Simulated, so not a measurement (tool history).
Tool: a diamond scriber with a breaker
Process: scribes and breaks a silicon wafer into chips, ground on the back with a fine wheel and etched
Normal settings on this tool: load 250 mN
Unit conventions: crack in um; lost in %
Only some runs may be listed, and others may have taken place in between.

run,hour,load,"incoming depth of the damage left on the back of the incoming wafer, um",crack,lost
1,0.0,250,0.39,13.86,0.96
2,197.1,250,0.66,13.97,1.12
3,256.0,250,0.70,13.81,1.18
4,349.2,250,0.57,13.81,1.22
5,413.3,250,0.76,13.69,1.31
# hour 558.2: diamond tip replaced by a new one
6,721.7,250,0.76,13.85,1.57
7,781.8,250,0.66,13.83,1.80
8,878.8,250,0.49,13.65,1.72
9,921.6,250,0.48,13.73,1.92
10,966.1,250,0.71,13.57,2.02
11,1046.3,250,0.57,13.78,1.96
12,1105.5,250,0.39,13.51,2.00
13,1162.9,250,0.61,13.31,2.16
# hour 1167.9: diamond tip replaced by a new one
# hour 1241.7: load on the tip recalibrated
14,1246.3,250,0.40,14.81,0.90
15,1353.0,250,0.42,14.30,0.87
16,1434.8,250,0.62,14.49,0.88
17,1486.9,250,0.67,14.52,0.85
18,1551.6,250,0.60,14.17,0.85
19,1589.7,250,0.51,14.39,0.81
20,1632.9,287,0.38,15.85,4.09
21,1700.8,186,0.65,11.44,15.54
22,1780.9,307,0.44,16.45,6.94
# hour 1852.6: diamond tip replaced by a new one
23,1866.7,180,0.80,11.31,18.91
24,1924.3,280,0.65,15.40,2.52
25,2069.4,293,0.30,16.01,4.05
26,2151.4,250,0.48,14.25,0.94
27,2203.3,250,0.37,14.19,0.93
28,2280.0,250,0.38,14.19,0.95
29,2337.4,250,0.38,14.09,1.00
30,2418.9,250,0.36,14.11,0.97
# hour 2459.3: diamond tip replaced by a new one
31,2473.1,317,0.36,16.79,7.06
32,2529.5,281,0.34,15.33,1.94
33,2625.2,193,0.53,11.73,14.54
34,2685.3,283,0.35,15.20,1.94
35,2765.8,279,0.73,15.06,1.53
36,2807.8,250,0.59,14.11,1.32
37,2860.4,250,0.44,13.89,1.33
38,2897.0,315,0.54,16.00,5.98
39,2991.6,222,0.47,12.80,5.83
# hour 3000.1: load on the tip recalibrated
40,3088.0,311,0.34,16.91,7.69
41,3154.5,308,0.41,16.66,6.99

4 ways to go on from here, each from the tool as it stands after run 41. What would each give?
A,3155.0,250,0.56,?,?
B,3155.0,194,0.56,?,?
C,3155.0,196,0.56,?,?
D,3155.0,218,0.56,?,?

run,crack,lost
A,14.24,0.89
B,11.90,12.40
C,11.99,11.57
D,12.93,4.59
The same runs, with their run-to-run variation unchanged, on a tool lacking any hidden condition would have given:
run,crack,lost
A,14.34,0.87
B,11.98,11.60
C,12.07,10.79
D,13.02,4.11
